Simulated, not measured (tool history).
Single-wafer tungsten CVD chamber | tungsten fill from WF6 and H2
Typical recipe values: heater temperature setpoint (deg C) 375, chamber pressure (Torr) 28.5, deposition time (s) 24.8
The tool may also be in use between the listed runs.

| run | hour | heater temperature setpoint (deg C) | chamber pressure (Torr) | deposition time (s) | wafers since the last listed run | hours since the last thermocouple change | hours since the last manometer calibration | hours since the showerhead was replaced | hours since the gauge calibration | read-back reference wafer on the same gauge, thickness_nm | mean film thickness on the monitor wafer (Å) |
|---|---|---|---|---|---|---|---|---|---|---|---|
| 1 | 0.0 | 370 | 28.5 | 23.0 | 0 | 2107.6 | 883.8 | 5981.8 | 505.5 | 40.086 | 333.38 |
| 2 | 64.3 | 375 | 28.5 | 24.8 | 1066 | 2171.9 | 948.1 | 6046.1 | 569.8 | 40.096 | 402.98 |
| 3 | 129.3 | 375 | 28.5 | 24.8 | 1077 | 2236.9 | 1013.1 | 6111.1 | 634.8 | 40.098 | 404.10 |
| 4 | 198.7 | 375 | 28.5 | 21.2 | 1150 | 2306.3 | 1082.5 | 6180.5 | 704.2 | 40.098 | 343.10 |
| 5 | 265.0 | 375 | 28.5 | 24.8 | 1099 | 2372.6 | 1148.8 | 6246.8 | 770.5 | 40.093 | 404.39 |
| 6 | 330.0 | 375 | 28.5 | 24.8 | 1077 | 2437.6 | 1213.8 | 6311.8 | 835.5 | 40.091 | 402.15 |
| 7 | 387.0 | 375 | 28.5 | 24.8 | 945 | 2494.6 | 1270.8 | 6368.8 | 892.5 | 40.098 | 402.80 |
|  | 442.9 | thermocouple changed; heater temperature recalibrated |
| 8 | 443.4 | 375 | 28.5 | 24.8 | 802 | 0.5 | 1327.2 | 6425.2 | 948.9 | 40.106 | 403.45 |
|  | 470.1 | capacitance manometer re-zeroed and calibrated |
| 9 | 535.5 | 362 | 23.8 | 24.8 | 1394 | 92.6 | 65.4 | 6517.3 | 1041.0 | 40.096 | 272.69 |
|  | 588.4 | showerhead replaced |
| 10 | 628.6 | 375 | 28.5 | 24.8 | 1411 | 185.7 | 158.5 | 40.2 | 1134.1 | 40.093 | 405.05 |
|  | 632.4 | gauge calibrated |
| 11 | 733.1 | 385 | 26.0 | 20.2 | 1732 | 290.2 | 263.0 | 144.7 | 100.7 | 40.109 | 397.28 |
| 12 | 812.3 | 385 | 28.5 | 28.5 | 1313 | 369.4 | 342.2 | 223.9 | 179.9 | 40.096 | 585.10 |

Run 13 has not been measured yet. What should we expect?
| 13 | 898.7 | 369 | 21.4 | 23.4 | 1432 | 455.8 | 428.6 | 310.3 | 266.3 | ? | ? |

Logged for run 13: read-back reference wafer on the same gauge, thickness_nm 40.110, mean film thickness on the monitor wafer (Å) 291.73.
Were there no unlogged condition in the tool, this run, its random variation unchanged, would have produced mean film thickness on the monitor wafer (Å) 291.73.
